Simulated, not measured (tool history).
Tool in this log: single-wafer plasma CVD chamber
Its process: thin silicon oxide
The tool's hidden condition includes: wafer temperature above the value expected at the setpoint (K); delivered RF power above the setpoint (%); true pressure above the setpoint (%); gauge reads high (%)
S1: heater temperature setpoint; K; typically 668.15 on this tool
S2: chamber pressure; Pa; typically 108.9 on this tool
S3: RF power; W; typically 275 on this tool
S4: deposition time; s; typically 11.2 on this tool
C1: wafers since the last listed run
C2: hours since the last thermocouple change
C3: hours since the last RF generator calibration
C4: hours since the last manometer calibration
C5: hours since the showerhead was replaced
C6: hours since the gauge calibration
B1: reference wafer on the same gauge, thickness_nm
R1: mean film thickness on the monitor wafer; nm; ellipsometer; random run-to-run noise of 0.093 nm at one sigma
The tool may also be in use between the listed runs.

| run | hour | S1 | S2 | S3 | S4 | C1 | C2 | C3 | C4 | C5 | C6 | B1 | R1 |
|---|---|---|---|---|---|---|---|---|---|---|---|---|---|
| 1 | 0.0 | 668.15 | 117.9 | 275 | 10.3 | 0 | 1079.8 | 977.8 | 644.4 | 5606.9 | 561.4 | 19.584 | 18.764 |
| 2 | 95.4 | 668.15 | 108.9 | 275 | 11.2 | 1480 | 1175.2 | 1073.2 | 739.8 | 5702.3 | 656.8 | 19.567 | 19.677 |
| 3 | 167.0 | 668.15 | 108.9 | 275 | 11.2 | 1110 | 1246.8 | 1144.8 | 811.4 | 5773.9 | 728.4 | 19.611 | 19.523 |
| 4 | 247.8 | 674.15 | 108.9 | 275 | 11.2 | 1253 | 1327.6 | 1225.6 | 892.2 | 5854.7 | 809.2 | 19.600 | 19.495 |
| 5 | 305.4 | 674.15 | 108.9 | 275 | 11.2 | 893 | 1385.2 | 1283.2 | 949.8 | 5912.3 | 866.8 | 19.586 | 19.401 |
|  | 350.1 | capacitance manometer re-zeroed and calibrated |
|  | 373.9 | thermocouple changed; heater temperature recalibrated |
| 6 | 389.1 | 668.15 | 108.9 | 255 | 11.2 | 1050 | 15.2 | 1366.9 | 39.0 | 5996.0 | 950.5 | 19.629 | 19.001 |
| 7 | 486.2 | 668.15 | 108.9 | 275 | 11.2 | 1506 | 112.3 | 1464.0 | 136.1 | 6093.1 | 1047.6 | 19.618 | 19.523 |
| 8 | 551.9 | 668.15 | 120.5 | 275 | 11.2 | 1019 | 178.0 | 1529.7 | 201.8 | 6158.8 | 1113.3 | 19.584 | 20.656 |
|  | 572.5 | gauge calibrated |
| 9 | 608.4 | 668.15 | 108.9 | 275 | 11.2 | 876 | 234.5 | 1586.2 | 258.3 | 6215.3 | 35.9 | 19.577 | 19.230 |
| 10 | 661.4 | 668.15 | 116.8 | 275 | 11.2 | 822 | 287.5 | 1639.2 | 311.3 | 6268.3 | 88.9 | 19.568 | 20.019 |
|  | 761.5 | RF generator calibrated |
| 11 | 762.0 | 677.15 | 108.9 | 230 | 9.9 | 1436 | 388.1 | 0.5 | 411.9 | 6368.9 | 189.5 | 19.635 | 16.455 |
|  | 795.9 | showerhead replaced |
| 12 | 858.4 | 668.15 | 92.7 | 275 | 11.2 | 1371 | 484.5 | 96.9 | 508.3 | 62.5 | 285.9 | 19.615 | 18.167 |
| 13 | 960.8 | 659.15 | 134.0 | 275 | 12.4 | 1588 | 586.9 | 199.3 | 610.7 | 164.9 | 388.3 | 19.622 | 24.581 |
| 14 | 1028.8 | 668.15 | 108.9 | 275 | 11.2 | 1055 | 654.9 | 267.3 | 678.7 | 232.9 | 456.3 | 19.593 | 19.653 |
| 15 | 1067.5 | 668.15 | 108.9 | 295 | 9.7 | 600 | 693.6 | 306.0 | 717.4 | 271.6 | 495.0 | 19.566 | 17.620 |

Hidden state or all else? Some run-to-run changes of R1, split into what the settings, what came in and random variation would give without the hidden state, and what is left for the hidden state (with any gauge scatter that isn't in both results):
Run 10 -> 11: S1 668.15 -> 677.15, S2 116.8 -> 108.9, S3 275 -> 230, S4 11.2 -> 9.9, RF generator calibrated. R1 -3.564 nm: hidden state +0.663, all else -4.227.
Run 12 -> 13: S1 668.15 -> 659.15, S2 92.7 -> 134.0, S4 11.2 -> 12.4. R1 +6.414 nm: hidden state -0.017, all else +6.431.
